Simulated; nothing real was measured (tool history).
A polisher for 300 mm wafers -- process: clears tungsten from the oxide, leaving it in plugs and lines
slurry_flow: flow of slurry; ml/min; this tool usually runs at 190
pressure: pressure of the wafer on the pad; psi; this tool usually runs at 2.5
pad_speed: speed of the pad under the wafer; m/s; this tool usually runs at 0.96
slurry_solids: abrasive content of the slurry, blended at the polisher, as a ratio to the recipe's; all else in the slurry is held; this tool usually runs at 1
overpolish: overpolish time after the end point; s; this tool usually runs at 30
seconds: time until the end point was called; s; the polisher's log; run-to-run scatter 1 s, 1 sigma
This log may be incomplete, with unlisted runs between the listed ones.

| run | hour | slurry_flow | pressure | pad_speed | slurry_solids | overpolish | incoming thickness of the incoming film, nm | seconds |
|---|---|---|---|---|---|---|---|---|
| 1 | 0 | 190 | 2.5 | 0.96 | 1 | 30 | 285 | 81 |
| 2 | 48 | 190 | 2.5 | 0.96 | 1 | 30 | 283.6 | 78.2 |
|  | 85.9 | slurry blender recalibrated |
| 3 | 87.1 | 190 | 2.5 | 0.96 | 1 | 30 | 289.3 | 76 |
| 4 | 134.2 | 190 | 2.5 | 0.96 | 0.75 | 30 | 279.4 | 79.3 |
|  | 161.4 | head pressure recalibrated |
|  | 175.5 | slurry nozzle cleaned |
| 5 | 224.9 | 190 | 2.5 | 0.96 | 0.75 | 30 | 283.8 | 79.1 |
| 6 | 273.6 | 240 | 2.1 | 1.26 | 1 | 30 | 285.5 | 68.6 |
| 7 | 377.4 | 190 | 1.9 | 1.16 | 0.8 | 40 | 283.1 | 82.1 |
| 8 | 469.7 | 190 | 2.5 | 0.96 | 1 | 30 | 285.8 | 79.9 |
| 9 | 561 | 190 | 2.5 | 0.96 | 1 | 30 | 284.9 | 78.9 |
| 10 | 626.9 | 220 | 2.8 | 0.74 | 1 | 46 | 281.9 | 86 |
|  | 656.8 | worn pad replaced by a new one |
| 11 | 726.9 | 155 | 2.5 | 1.24 | 1 | 30 | 285 | 67 |
|  | 734.8 | slurry tank refilled with fresh slurry and peroxide |
|  | 785.2 | slurry blender recalibrated |
| 12 | 818.1 | 190 | 2.5 | 0.96 | 1.15 | 30 | 285.4 | 73 |
|  | 879.8 | slurry nozzle cleaned |
| 13 | 923.2 | 240 | 3.4 | 0.96 | 0.85 | 20 | 285 | 61 |
| 14 | 960.7 | 190 | 3.3 | 0.96 | 1 | 30 | 286.2 | 63.1 |
| 15 | 1194 | 190 | 3.3 | 1.16 | 0.75 | 46 | 283.2 | 55.6 |
| 16 | 1230.7 | 190 | 2.2 | 0.82 | 1 | 30 | 285.5 | 98.7 |
| 17 | 1293.4 | 190 | 2.5 | 0.96 | 1 | 46 | 285.4 | 80.8 |
|  | 1409.9 | worn pad replaced by a new one |
|  | 1421.1 | slurry tank refilled with fresh slurry and peroxide |
|  | 1433.9 | head pressure recalibrated |
|  | 1507.2 | slurry blender recalibrated |
| 18 | 1567.9 | 190 | 2.5 | 0.96 | 1 | 42 | 282.6 | 75.8 |
|  | 1573.7 | slurry nozzle cleaned |
| 19 | 1674.8 | 190 | 2.5 | 0.7 | 1 | 30 | 285 | 97.6 |
| 20 | 1710.9 | 190 | 2.5 | 0.96 | 1 | 30 | 280.4 | 75.5 |
| 21 | 1811.8 | 160 | 2.5 | 0.76 | 1 | 30 | 287.2 | 95 |
| 22 | 1868.1 | 190 | 2.5 | 0.96 | 1.15 | 35 | 281.9 | 76.3 |
| 23 | 2169.3 | 190 | 2.5 | 0.96 | 1 | 30 | 287.2 | 79.3 |

Run 24 is up next; what results do you expect?
|  | 2217.3 | slurry tank refilled with fresh slurry and peroxide |
| 24 | 2250.6 | 190 | 2.5 | 0.96 | 1 | 30 | 284 | ? |

{"run 24": {"seconds": 83}}
The same run, on a tool lacking any hidden state, would have yielded seconds 75.8 s.
